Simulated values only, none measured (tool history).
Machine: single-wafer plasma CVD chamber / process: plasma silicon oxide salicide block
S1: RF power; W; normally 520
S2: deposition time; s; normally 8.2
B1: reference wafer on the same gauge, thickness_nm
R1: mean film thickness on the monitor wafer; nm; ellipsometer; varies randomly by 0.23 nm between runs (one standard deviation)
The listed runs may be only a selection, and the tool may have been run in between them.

{"run": 1, "hour": 0.0, "S1": 560, "S2": 7.34, "B1": 87.026, "R1": 74.337}
{"run": 2, "hour": 86.0, "S1": 520, "S2": 8.2, "B1": 86.784, "R1": 80.787}
{"run": 3, "hour": 175.4, "S1": 520, "S2": 8.2, "B1": 86.606, "R1": 80.443}
{"run": 4, "hour": 268.4, "S1": 520, "S2": 8.2, "B1": 86.418, "R1": 80.304}
{"run": 5, "hour": 311.7, "S1": 520, "S2": 7.33, "B1": 86.409, "R1": 71.499}
{"run": 6, "hour": 387.2, "S1": 520, "S2": 7.33, "B1": 86.287, "R1": 71.452}
{"run": 7, "hour": 436.1, "S1": 520, "S2": 7.33, "B1": 86.255, "R1": 71.139}
{"run": 8, "hour": 520.8, "S1": 520, "S2": 8.2, "B1": 86.116, "R1": 80.088}
{"run": 9, "hour": 621.1, "S1": 480, "S2": 8.2, "B1": 86.031, "R1": 77.075}
{"run": 10, "hour": 659.0, "S1": 575, "S2": 7, "B1": 86.037, "R1": 70.709}
{"run": 11, "hour": 745.0, "S1": 575, "S2": 7, "B1": 85.929, "R1": 70.736}
{"run": 12, "hour": 823.7, "S1": 575, "S2": 7, "B1": 85.94, "R1": 70.648}
{"run": 13, "hour": 859.8, "S1": 520, "S2": 8.2, "B1": 85.864, "R1": 79.922}
{"run": 14, "hour": 941.8, "S1": 520, "S2": 8.2, "B1": 85.799, "R1": 79.792}
{"run": 15, "hour": 1003.2, "S1": 520, "S2": 8.2, "B1": 85.795, "R1": 80.049}
{"run": 16, "hour": 1082.1, "S1": 520, "S2": 7.11, "B1": 85.732, "R1": 69.054}
{"hour": 1111.7, "done": "showerhead replaced"}
{"run": 17, "hour": 1124.2, "S1": 520, "S2": 7.11, "B1": 85.734, "R1": 69.088}
{"run": 18, "hour": 1224.5, "S1": 520, "S2": 7.11, "B1": 85.666, "R1": 68.932}
{"run": 19, "hour": 1267.1, "S1": 580, "S2": 8.8, "B1": 85.771, "R1": 88.821}
{"run": 20, "hour": 1367.1, "S1": 450, "S2": 9.46, "B1": 85.678, "R1": 87.144}
{"run": 21, "hour": 1449.1, "S1": 520, "S2": 8.2, "B1": 85.728, "R1": 79.569}
{"run": 22, "hour": 1523.5, "S1": 520, "S2": 8.2, "B1": 85.654, "R1": 79.395}
{"hour": 1583.9, "done": "RF generator calibrated"}
{"run": 23, "hour": 1595.4, "S1": 520, "S2": 7.17, "B1": 85.568, "R1": 69.598}
{"run": 24, "hour": 1695.4, "S1": 520, "S2": 8.2, "B1": 85.548, "R1": 79.908}
{"run": 25, "hour": 1734.0, "S1": 470, "S2": 7.3, "B1": 85.563, "R1": 68.392}
{"run": 26, "hour": 1773.1, "S1": 455, "S2": 7.77, "B1": 85.506, "R1": 71.678}
{"hour": 1807.4, "done": "gauge calibrated"}
{"run": 27, "hour": 1842.7, "S1": 520, "S2": 8.88, "B1": 86.73, "R1": 87.057}
{"run": 28, "hour": 1916.3, "S1": 455, "S2": 7.77, "B1": 86.579, "R1": 72.713}
{"run": 29, "hour": 1964.3, "S1": 560, "S2": 7.55, "B1": 86.452, "R1": 75.791}
{"run": 30, "hour": 2008.1, "S1": 570, "S2": 7.13, "B1": 86.329, "R1": 72.017}
{"run": 31, "hour": 2058.0, "S1": 520, "S2": 8.2, "B1": 86.32, "R1": 80.32}
{"run": 32, "hour": 2124.0, "S1": 435, "S2": 7.34, "B1": 86.179, "R1": 66.889}
{"run": 33, "hour": 2229.3, "S1": 420, "S2": 9.37, "B1": 86.021, "R1": 84.203}
{"run": 34, "hour": 2296.7, "S1": 460, "S2": 7.33, "B1": 86.021, "R1": 68.2}
{"run": 35, "hour": 2360.3, "S1": 590, "S2": 8.2, "B1": 85.973, "R1": 83.716}
{"run": 36, "hour": 2458.1, "S1": 520, "S2": 8.2, "B1": 85.767, "R1": 80.101}

Selected run-to-run steps in R1, each split into two signed amounts: the part the tool would show with no hidden state at all (from settings, incoming material and random variation), and the remainder, which goes to the hidden state together with any gauge scatter not common to the measured and the hidden-state-free results:
Hidden state at play: delivered RF power above the setpoint (%); gauge reads high (%).
Run 18 -> 19: S1 520 -> 580, S2 7.11 -> 8.8. R1 +19.889 nm: hidden state -0.294, all else +20.183.
Run 26 -> 27: S1 455 -> 520, S2 7.77 -> 8.88, gauge calibrated. R1 +15.379 nm: hidden state +0.914, all else +14.465.
Run 32 -> 33: S1 435 -> 420, S2 7.34 -> 9.37. R1 +17.314 nm: hidden state -0.283, all else +17.597.
Run 33 -> 34: S1 420 -> 460, S2 9.37 -> 7.33. R1 -16.003 nm: hidden state +0.095, all else -16.098.
